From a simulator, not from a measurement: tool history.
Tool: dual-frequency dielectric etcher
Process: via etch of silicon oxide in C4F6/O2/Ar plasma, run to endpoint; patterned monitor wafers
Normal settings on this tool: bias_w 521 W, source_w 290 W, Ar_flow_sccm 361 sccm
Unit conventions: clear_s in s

run    hour  bias_w  source_w  Ar_flow_sccm  wafers since the last listed run  hours since the last wet clean  hours since the last bias power generator calibration  hours since the last source power generator calibration  hours since the last Ar flow controller change  hours since the last upper electrode change  incoming incoming film thickness, nm  clear_s
  1     0.0     521       290           361                                 0                           239.9                                                 3917.1                                                     19.8                                          3432.6                                        119.0                                 103.6     24.8
  2    50.8     521       290           361                               461                           290.7                                                 3967.9                                                     70.6                                          3483.4                                        169.8                                 103.1     24.7
  3    99.7     521       290           361                               443                           339.6                                                 4016.8                                                    119.5                                          3532.3                                        218.7                                 103.5     24.8
  4   152.0     478       290           361                               474                           391.9                                                 4069.1                                                    171.8                                          3584.6                                        271.0                                 103.5     25.7
  5   203.8     478       290           361                               470                           443.7                                                 4120.9                                                    223.6                                          3636.4                                        322.8                                 104.1     25.8
  6   228.9     521       290           413                               227                           468.8                                                 4146.0                                                    248.7                                          3661.5                                        347.9                                 102.4     25.1
  7   267.9     521       290           439                               353                           507.8                                                 4185.0                                                    287.7                                          3700.5                                        386.9                                 103.0     25.4
  8   293.7     573       310           420                               234                           533.6                                                 4210.8                                                    313.5                                          3726.3                                        412.7                                 101.8     23.3
  9   323.2     521       230           447                               267                           563.1                                                 4240.3                                                    343.0                                          3755.8                                        442.2                                 103.6     28.7
 10   350.1     642       350           361                               244                           590.0                                                 4267.2                                                    369.9                                          3782.7                                        469.1                                 104.1     21.4
      360.8  -- bias power generator calibrated
 11   388.5     521       320           361                               312                           628.4                                                   27.7                                                    408.3                                          3821.1                                        507.5                                 104.0     23.9
      417.0  -- wet clean of the chamber
 12   426.1     521       290           361                               123                             9.1                                                   65.3                                                    445.9                                          3858.7                                        545.1                                 102.8     24.8
 13   457.9     521       290           361                               288                            40.9                                                   97.1                                                    477.7                                          3890.5                                        576.9                                 103.8     25.0
      506.0  -- Ar flow controller replaced
 14   529.9     415       320           282                               599                           112.9                                                  169.1                                                    549.7                                            23.9                                        648.9                                 103.9     25.3
 15   564.5     448       290           361                               314                           147.5                                                  203.7                                                    584.3                                            58.5                                        683.5                                 103.9     26.6
 16   623.9     424       330           388                               539                           206.9                                                  263.1                                                    643.7                                           117.9                                        742.9                                 102.7     25.3
 17   660.9     521       290           361                               335                           243.9                                                  300.1                                                    680.7                                           154.9                                        779.9                                 102.6     24.8
 18   704.6     425       350           394                               396                           287.6                                                  343.8                                                    724.4                                           198.6                                        823.6                                 102.6     24.8
 19   743.1     428       340           324                               349                           326.1                                                  382.3                                                    762.9                                           237.1                                        862.1                                 103.8     24.7
 20   767.7     471       290           361                               223                           350.7                                                  406.9                                                    787.5                                           261.7                                        886.7                                 104.5     26.2
 21   821.6     521       340           334                               489                           404.6                                                  460.8                                                    841.4                                           315.6                                        940.6                                 104.7     23.4
 22   879.5     521       290           361                               525                           462.5                                                  518.7                                                    899.3                                           373.5                                        998.5                                 104.1     25.2
 23   943.3     521       290           361                               579                           526.3                                                  582.5                                                    963.1                                           437.3                                       1062.3                                 103.2     24.8
     1002.5  -- wet clean of the chamber
 24  1003.0     521       290           361                               324                             0.5                                                  642.2                                                   1022.8                                           497.0                                       1122.0                                 103.1     25.1
 25  1188.2     428       340           324                              1680                           185.7                                                  827.4                                                   1208.0                                           682.2                                       1307.2                                 102.7     24.5
 26  1250.5     521       290           361                               565                           248.0                                                  889.7                                                   1270.3                                           744.5                                       1369.5                                 103.1     25.1
 27  1317.1     521       230           447                               604                           314.6                                                  956.3                                                   1336.9                                           811.1                                       1436.1                                 103.6     28.9
 28  1369.3     393       340           361                               473                           366.8                                                 1008.5                                                   1389.1                                           863.3                                       1488.3                                 104.5     26.2
 29  1424.1     521       310           447                               497                           421.6                                                 1063.3                                                   1443.9                                           918.1                                       1543.1                                 102.7     24.8
 30  1495.8     611       320           310                               650                           493.3                                                 1135.0                                                   1515.6                                           989.8                                       1614.8                                 104.6     22.7

What if the next run were any one of these 3? Each begins from the tool's condition after run 30:
  A  1496.2     521       290           361                                 3                           493.7                                                 1135.4                                                   1516.0                                           990.2                                       1615.2                                 104.2        ?
  B  1496.2     521       330           421                                 3                           493.7                                                 1135.4                                                   1516.0                                           990.2                                       1615.2                                 104.2        ?
  C  1496.2     556       250           449                                 3                           493.7                                                 1135.4                                                   1516.0                                           990.2                                       1615.2                                 104.2        ?

run  clear_s
  A     25.4
  B     24.4
  C     27.2
With no hidden state in the tool, these same runs would have given:
run  clear_s
  A     24.9
  B     23.8
  C     26.6
